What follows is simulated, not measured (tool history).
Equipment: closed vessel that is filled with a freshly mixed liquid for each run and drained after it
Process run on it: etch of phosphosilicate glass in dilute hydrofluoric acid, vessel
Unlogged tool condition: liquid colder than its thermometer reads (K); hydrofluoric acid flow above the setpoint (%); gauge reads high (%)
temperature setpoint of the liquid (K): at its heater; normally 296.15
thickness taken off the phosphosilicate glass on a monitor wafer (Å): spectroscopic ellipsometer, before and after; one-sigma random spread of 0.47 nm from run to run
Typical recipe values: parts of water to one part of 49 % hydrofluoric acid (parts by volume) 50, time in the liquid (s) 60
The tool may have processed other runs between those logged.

| run | hour | temperature setpoint of the liquid (K) | parts of water to one part of 49 % hydrofluoric acid (parts by volume) | time in the liquid (s) | wafers since the last listed run | hours since the thermometer was replaced | hours since the hydrofluoric acid flow meter was replaced | hours since the gauge calibration | read-back film thickness of the phosphosilicate glass reference wafer, read on the same gauge (nm) | thickness taken off the phosphosilicate glass on a monitor wafer (Å) |
|---|---|---|---|---|---|---|---|---|---|---|
| 1 | 0 | 296.15 | 40 | 60 | 0 | 1040.8 | 1575.4 | 113.6 | 79.99 | 1402.3 |
| 2 | 7.7 | 296.15 | 40 | 60 | 695 | 1048.5 | 1583.1 | 121.3 | 79.99 | 1384 |
| 3 | 22.9 | 296.15 | 40 | 60 | 1373 | 1063.7 | 1598.3 | 136.5 | 79.99 | 1397.7 |
| 4 | 33.9 | 296.15 | 50 | 60 | 993 | 1074.7 | 1609.3 | 147.5 | 80.01 | 1105.1 |
| 5 | 40.5 | 296.15 | 50 | 35 | 596 | 1081.3 | 1615.9 | 154.1 | 80 | 646 |
| 6 | 58.3 | 296.15 | 50 | 60 | 1608 | 1099.1 | 1633.7 | 171.9 | 79.99 | 1110 |
| 7 | 71.8 | 296.15 | 55 | 60 | 1219 | 1112.6 | 1647.2 | 185.4 | 79.96 | 1004.1 |
| 8 | 83.7 | 296.15 | 55 | 60 | 1075 | 1124.5 | 1659.1 | 197.3 | 80.02 | 1003.3 |
| 9 | 100.9 | 296.15 | 50 | 60 | 1554 | 1141.7 | 1676.3 | 214.5 | 80.01 | 1108 |
|  | 115.9 | thermometer replaced |
| 10 | 118.5 | 296.15 | 50 | 60 | 1499 | 2.6 | 1693.9 | 232.1 | 80 | 1104.7 |
|  | 138.5 | hydrofluoric acid flow meter replaced |
| 11 | 171.3 | 298.15 | 65 | 95 | 4680 | 55.4 | 32.8 | 284.9 | 80 | 1271.4 |
| 12 | 180.2 | 296.15 | 25 | 90 | 804 | 64.3 | 41.7 | 293.8 | 79.97 | 3063.1 |
|  | 187.4 | gauge calibrated |
| 13 | 194.6 | 296.15 | 50 | 60 | 1301 | 78.7 | 56.1 | 7.2 | 80.02 | 986.7 |
| 14 | 209.3 | 298.65 | 50 | 45 | 1328 | 93.4 | 70.8 | 21.9 | 80.04 | 815.6 |
| 15 | 226.6 | 299.15 | 35 | 35 | 1563 | 110.7 | 88.1 | 39.2 | 79.99 | 951.4 |
| 16 | 237.6 | 296.15 | 50 | 75 | 993 | 121.7 | 99.1 | 50.2 | 79.99 | 1241.3 |
| 17 | 252.1 | 294.15 | 70 | 45 | 1310 | 136.2 | 113.6 | 64.7 | 79.99 | 477.3 |
| 18 | 260 | 297.65 | 50 | 45 | 713 | 144.1 | 121.5 | 72.6 | 80.01 | 794.1 |
| 19 | 276 | 296.15 | 50 | 60 | 1445 | 160.1 | 137.5 | 88.6 | 80.02 | 989.7 |
| 20 | 282.9 | 298.65 | 50 | 45 | 623 | 167 | 144.4 | 95.5 | 80 | 831.7 |
| 21 | 299.1 | 296.15 | 50 | 80 | 1463 | 183.2 | 160.6 | 111.7 | 79.99 | 1329.7 |

What if the next run were any one of these 4? Each begins from the tool's condition after run 21:
| A | 299.8 | 296.15 | 75 | 60 | 63 | 183.9 | 161.3 | 112.4 | ? | ? |
| B | 299.8 | 293.15 | 40 | 45 | 63 | 183.9 | 161.3 | 112.4 | ? | ? |
| C | 299.8 | 293.15 | 30 | 40 | 63 | 183.9 | 161.3 | 112.4 | ? | ? |
| D | 299.8 | 293.65 | 50 | 70 | 63 | 183.9 | 161.3 | 112.4 | ? | ? |

| run | read-back film thickness of the phosphosilicate glass reference wafer, read on the same gauge (nm) | thickness taken off the phosphosilicate glass on a monitor wafer (Å) |
|---|---|---|
| A | 80.02 | 646.9 |
| B | 80.02 | 837.6 |
| C | 80.02 | 1004.5 |
| D | 80.02 | 1051.9 |
Had the tool no hidden state, the same runs would have come out as:
| run | thickness taken off the phosphosilicate glass on a monitor wafer (Å) |
|---|---|
| A | 637.9 |
| B | 826.4 |
| C | 991.3 |
| D | 1037.8 |

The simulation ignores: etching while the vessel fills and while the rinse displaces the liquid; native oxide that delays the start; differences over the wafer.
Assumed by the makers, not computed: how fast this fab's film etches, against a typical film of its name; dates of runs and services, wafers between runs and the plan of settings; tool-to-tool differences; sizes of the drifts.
